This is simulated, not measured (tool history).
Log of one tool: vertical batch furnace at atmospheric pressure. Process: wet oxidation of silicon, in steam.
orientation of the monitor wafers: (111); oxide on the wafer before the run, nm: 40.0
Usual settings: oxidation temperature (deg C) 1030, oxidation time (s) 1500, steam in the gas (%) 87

run    hour  oxidation temperature (deg C)  oxidation time (s)  steam in the gas (%)  read-back reference wafer on the same gauge, thickness  oxide thickness on the monitor wafer (nm)
  1     0.0                           1030                1500                    87                                                  362.72                                     343.91
  2   104.8                           1030                1500                    87                                                  363.14                                     343.88
  3   159.2                           1030                1500                    87                                                  362.90                                     341.91
  4   217.0                           1030                1500                    87                                                  363.07                                     341.70
  5   272.5                           1030                1500                    85                                                  362.86                                     337.76
  6   329.5                           1030                1500                    85                                                  362.29                                     336.59
  7   404.2                           1030                1680                    87                                                  363.19                                     365.82
  8   469.9                           1030                1680                    87                                                  362.81                                     363.50
  9   567.4                           1020                1500                    87                                                  362.55                                     324.45
 10   607.6                           1020                1500                    87                                                  363.26                                     324.04
 11   710.7                           1030                1500                    87                                                  362.87                                     337.83
 12   747.8                           1030                1500                    87                                                  362.93                                     341.11
 13   791.2                           1030                1500                    87                                                  362.78                                     340.34
 14   847.7                           1030                1500                    87                                                  363.47                                     339.35
 15  1108.1                           1017                2070                    93                                                  363.26                                     398.22
 16  1167.5                           1050                2010                    87                                                  363.29                                     438.38
     1435.8  -- gauge calibrated
     1482.0  -- steam generator serviced
 17  1482.5                           1030                1260                    91                                                  362.62                                     321.45
 18  1573.1                           1030                1170                    87                                                  363.16                                     299.72
 19  1642.1                           1030                1500                    87                                                  363.00                                     346.13
 20  1678.4                           1020                1500                    87                                                  363.33                                     329.80
 21  1714.9                           1041                2250                    82                                                  363.48                                     445.33
 22  1796.5                           1030                 870                    87                                                  362.75                                     251.29
 23  1889.7                           1030                1710                    95                                                  363.19                                     391.90

The next listed run, before its measurement:
     1994.2  -- thermocouples replaced and temperature profile calibrated
 24  2202.4                           1030                1500                    79                                                       ?                                          ?

read-back reference wafer on the same gauge, thickness: 363.46
oxide thickness on the monitor wafer (nm): 320.32
Without the tool's hidden state the same run would have given oxide thickness on the monitor wafer (nm) 319.68.
